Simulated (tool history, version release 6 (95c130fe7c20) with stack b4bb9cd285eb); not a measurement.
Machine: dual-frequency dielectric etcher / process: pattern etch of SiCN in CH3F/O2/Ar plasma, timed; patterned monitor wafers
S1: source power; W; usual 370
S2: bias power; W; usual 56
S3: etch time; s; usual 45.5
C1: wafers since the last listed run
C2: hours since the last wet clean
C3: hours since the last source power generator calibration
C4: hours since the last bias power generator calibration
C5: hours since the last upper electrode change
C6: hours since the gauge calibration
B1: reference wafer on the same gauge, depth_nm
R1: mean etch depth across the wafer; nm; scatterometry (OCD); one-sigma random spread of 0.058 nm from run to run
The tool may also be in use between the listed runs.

Run 1, hour 0: usual settings; C1 0; C2 154.1; C3 4094.9; C4 98.3; C5 2530.5; C6 45.9; B1 13.9. Result: R1 15.95 nm.
Run 2, hour 56.6: usual settings; C1 1074; C2 210.7; C3 4151.5; C4 154.9; C5 2587.1; C6 102.5; B1 13.89. Result: R1 16.01 nm.
Run 3, hour 130.5: usual settings; C1 1403; C2 284.6; C3 4225.4; C4 228.8; C5 2661; C6 176.4; B1 13.91. Result: R1 15.88 nm.
Run 4, hour 209.4: usual settings; C1 1498; C2 363.5; C3 4304.3; C4 307.7; C5 2739.9; C6 255.3; B1 13.89. Result: R1 15.9 nm.
Run 5, hour 248.5: usual settings; C1 742; C2 402.6; C3 4343.4; C4 346.8; C5 2779; C6 294.4; B1 13.9. Result: R1 15.9 nm.
Run 6, hour 311.1: usual settings; C1 1188; C2 465.2; C3 4406; C4 409.4; C5 2841.6; C6 357; B1 13.9. Result: R1 15.92 nm.
At hour 336.9: wet clean of the chamber.
Run 7, hour 400.5: usual settings; C1 1241; C2 63.6; C3 4495.4; C4 498.8; C5 2931; C6 446.4; B1 13.9. Result: R1 15.86 nm.
Run 8, hour 467.1: usual settings; C1 1264; C2 130.2; C3 4562; C4 565.4; C5 2997.6; C6 513; B1 13.9. Result: R1 15.86 nm.
Run 9, hour 511: usual settings; C1 833; C2 174.1; C3 4605.9; C4 609.3; C5 3041.5; C6 556.9; B1 13.91. Result: R1 15.94 nm.
Run 10, hour 560.5: usual settings; C1 939; C2 223.6; C3 4655.4; C4 658.8; C5 3091; C6 606.4; B1 13.89. Result: R1 15.9 nm.
Run 11, hour 661.3: usual settings but S2 65 W; C1 1914; C2 324.4; C3 4756.2; C4 759.6; C5 3191.8; C6 707.2; B1 13.9. Result: R1 17.28 nm.
Run 12, hour 709.8: usual settings but S2 65 W; C1 920; C2 372.9; C3 4804.7; C4 808.1; C5 3240.3; C6 755.7; B1 13.9. Result: R1 17.25 nm.
Run 13, hour 808: usual settings but S2 65 W; C1 1864; C2 471.1; C3 4902.9; C4 906.3; C5 3338.5; C6 853.9; B1 13.91. Result: R1 17.14 nm.
At hour 837: wet clean of the chamber.
Run 14, hour 884.3: usual settings; C1 993; C2 47.3; C3 4979.2; C4 982.6; C5 3414.8; C6 930.2; B1 13.9. Result: R1 15.91 nm.
At hour 983.5: source power generator calibrated.
Run 15, hour 985.8: usual settings but S1 310 W, S2 51 W, S3 56.5 s; C1 1851; C2 148.8; C3 2.3; C4 1084.1; C5 3516.3; C6 1031.7; B1 13.9. Result: R1 17.68 nm.
At hour 1063.5: upper electrode replaced.
Run 16, hour 1064: usual settings but S1 280 W, S2 68 W, S3 39.5 s; C1 1029; C2 227; C3 80.5; C4 1162.3; C5 0.5; C6 1109.9; B1 13.91. Result: R1 14.17 nm.
Run 17, hour 1077.2: usual settings; C1 250; C2 240.2; C3 93.7; C4 1175.5; C5 13.7; C6 1123.1; B1 13.9. Result: R1 15.78 nm.
At hour 1103.3: gauge calibrated.
Run 18, hour 1184.6: usual settings but S3 58 s; C1 2039; C2 347.6; C3 201.1; C4 1282.9; C5 121.1; C6 81.3; B1 13.9. Result: R1 20.31 nm.
Run 19, hour 1273.3: usual settings but S1 400 W, S2 48 W, S3 53 s; C1 1684; C2 436.3; C3 289.8; C4 1371.6; C5 209.8; C6 170; B1 13.91. Result: R1 17.32 nm.
At hour 1329.1: wet clean of the chamber.
At hour 1360.4: bias power generator calibrated.
Run 20, hour 1373.8: usual settings but S3 54 s; C1 1376; C2 44.7; C3 390.3; C4 13.4; C5 310.3; C6 270.5; B1 13.91. Result: R1 18.85 nm.
Run 21, hour 1417.4: usual settings but S2 43 W, S3 40.5 s; C1 827; C2 88.3; C3 433.9; C4 57; C5 353.9; C6 314.1; B1 13.9. Result: R1 12.28 nm.
Run 22, hour 1477.8: usual settings but S1 410 W, S2 47 W, S3 33 s; C1 1146; C2 148.7; C3 494.3; C4 117.4; C5 414.3; C6 374.5; B1 13.9. Result: R1 10.79 nm.
Run 23, hour 1515.5: usual settings but S2 44 W, S3 51 s; C1 715; C2 186.4; C3 532; C4 155.1; C5 452; C6 412.2; B1 13.89. Result: R1 15.54 nm.
Run 24, hour 1554.6: usual settings but S1 400 W, S2 52 W; C1 742; C2 225.5; C3 571.1; C4 194.2; C5 491.1; C6 451.3; B1 13.9. Result: R1 15.77 nm.
Run 25, hour 1699.4: usual settings; C1 2749; C2 370.3; C3 715.9; C4 339; C5 635.9; C6 596.1; B1 13.9. Result: R1 15.89 nm.
Run 26, hour 1740: usual settings but S1 440 W, S2 63 W; C1 770; C2 410.9; C3 756.5; C4 379.6; C5 676.5; C6 636.7; B1 13.9. Result: R1 17.84 nm.
Run 27, hour 1842.5: usual settings but S3 58 s; C1 1946; C2 513.4; C3 859; C4 482.1; C5 779; C6 739.2; B1 13.91. Result: R1 20.15 nm.
Run 28, hour 1897.3: usual settings but S1 410 W, S2 44 W, S3 52 s; C1 1040; C2 568.2; C3 913.8; C4 536.9; C5 833.8; C6 794; B1 13.89. Result: R1 16.33 nm.
At hour 1956.9: wet clean of the chamber.
Run 29, hour 1957.4: usual settings but S1 430 W, S2 45 W; C1 685; C2 0.5; C3 973.9; C4 597; C5 893.9; C6 854.1; B1 13.9. Result: R1 14.88 nm.

Branching from run 29: 3 alternative next runs. What would each branch give?
Run A, hour 1957.8: usual settings but S2 63 W; C1 7; C2 0.9; C3 974.3; C4 597.4; C5 894.3; C6 854.5; B1 ?. Result: R1 ?.
Run B, hour 1957.8: usual settings but S1 410 W; C1 7; C2 0.9; C3 974.3; C4 597.4; C5 894.3; C6 854.5; B1 ?. Result: R1 ?.
Run C, hour 1957.8: usual settings but S2 60 W, S3 51.5 s; C1 7; C2 0.9; C3 974.3; C4 597.4; C5 894.3; C6 854.5; B1 ?. Result: R1 ?.

run    B1     R1
  A  13.9  16.93
  B  13.9  16.42
  C  13.9  18.67
Stripped of hidden state, with their random variation kept, the same runs would have yielded:
run     R1
  A  16.93
  B  16.42
  C  18.67
